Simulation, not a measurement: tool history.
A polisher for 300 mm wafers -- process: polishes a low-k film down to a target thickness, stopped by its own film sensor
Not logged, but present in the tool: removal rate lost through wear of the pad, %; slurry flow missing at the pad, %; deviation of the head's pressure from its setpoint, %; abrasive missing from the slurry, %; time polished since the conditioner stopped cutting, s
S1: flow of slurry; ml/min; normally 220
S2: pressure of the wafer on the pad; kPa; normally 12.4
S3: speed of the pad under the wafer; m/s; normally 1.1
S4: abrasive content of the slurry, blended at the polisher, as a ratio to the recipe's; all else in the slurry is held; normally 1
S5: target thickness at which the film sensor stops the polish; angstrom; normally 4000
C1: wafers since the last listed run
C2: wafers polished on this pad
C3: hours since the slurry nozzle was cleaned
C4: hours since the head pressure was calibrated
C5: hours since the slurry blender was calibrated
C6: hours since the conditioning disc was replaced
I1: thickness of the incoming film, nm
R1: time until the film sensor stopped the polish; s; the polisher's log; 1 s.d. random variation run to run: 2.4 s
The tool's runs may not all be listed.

run 1 day=0 | S1=220 S2=12.4 S3=1.1 S4=1 S5=4000 | C1=0 C2=4209 C3=443.2 C4=94.9 C5=454.7 C6=500.1 | I1=462.2 | R1=165.5
run 2 day=4.238 | S1=245 S2=12.4 S3=1.34 S4=1 S5=4000 | C1=747 C2=4956 C3=544.9 C4=196.6 C5=556.4 C6=601.8 | I1=455 | R1=134.8
-- day=5.488 worn pad replaced by a new one
-- day=6.317 slurry nozzle cleaned
-- day=6.946 conditioning disc replaced and pad reconditioned
run 3 day=7.95 | S1=245 S2=12.4 S3=1.34 S4=1 S5=4000 | C1=603 C2=412 C3=39.2 C4=285.7 C5=645.5 C6=24.1 | I1=459.2 | R1=121.4
-- day=11.262 slurry blender recalibrated
run 4 day=12.225 | S1=220 S2=12.4 S3=1.1 S4=1 S5=4000 | C1=739 C2=1151 C3=141.8 C4=388.3 C5=23.1 C6=126.7 | I1=458.7 | R1=140.3
run 5 day=15.671 | S1=220 S2=12.4 S3=1.1 S4=1 S5=4000 | C1=607 C2=1758 C3=224.5 C4=471 C5=105.8 C6=209.4 | I1=466.2 | R1=168.2
run 6 day=20.012 | S1=220 S2=12.4 S3=1.26 S4=1 S5=4000 | C1=765 C2=2524 C3=328.7 C4=575.2 C5=210 C6=313.6 | I1=459.1 | R1=136.5
run 7 day=22.179 | S1=220 S2=12.4 S3=0.94 S4=1 S5=4000 | C1=382 C2=2906 C3=380.7 C4=627.2 C5=262 C6=365.6 | I1=453.1 | R1=152.6
run 8 day=25.054 | S1=220 S2=12.4 S3=0.94 S4=1 S5=4000 | C1=506 C2=3413 C3=449.7 C4=696.2 C5=331 C6=434.6 | I1=452.3 | R1=155.6
-- day=25.462 head pressure recalibrated
run 9 day=26.729 | S1=220 S2=12.4 S3=1.1 S4=1 S5=4000 | C1=280 C2=3693 C3=489.9 C4=30.4 C5=371.2 C6=474.8 | I1=459.8 | R1=161
-- day=29.792 worn pad replaced by a new one
run 10 day=29.812 | S1=190 S2=12.4 S3=1.1 S4=0.8 S5=4000 | C1=514 C2=3 C3=563.9 C4=104.4 C5=445.2 C6=548.8 | I1=460.1 | R1=160.9
-- day=34.012 slurry nozzle cleaned
-- day=34.925 conditioning disc replaced and pad reconditioned
run 11 day=35.95 | S1=220 S2=15.2 S3=1.22 S4=1 S5=4080 | C1=1060 C2=1064 C3=46.5 C4=251.7 C5=592.5 C6=24.6 | I1=452.5 | R1=88.5
run 12 day=38.892 | S1=220 S2=15.9 S3=1.1 S4=1.2 S5=4000 | C1=518 C2=1582 C3=117.1 C4=322.3 C5=663.1 C6=95.2 | I1=462.4 | R1=130.8
-- day=39.967 slurry blender recalibrated
run 13 day=42.946 | S1=220 S2=9 S3=0.92 S4=1 S5=4000 | C1=700 C2=2282 C3=214.4 C4=419.6 C5=71.5 C6=192.5 | I1=454.3 | R1=192.3

Predict the results of run 14:
run 14 day=44.783 | S1=220 S2=12.4 S3=1.1 S4=1 S5=4000 | C1=323 C2=2606 C3=258.5 C4=463.7 C5=115.6 C6=236.6 | I1=452.8 | R1=?

{"run 14": {"R1": 141.6}}
The same run, on a tool lacking any hidden state, would have yielded R1 132.8 s.
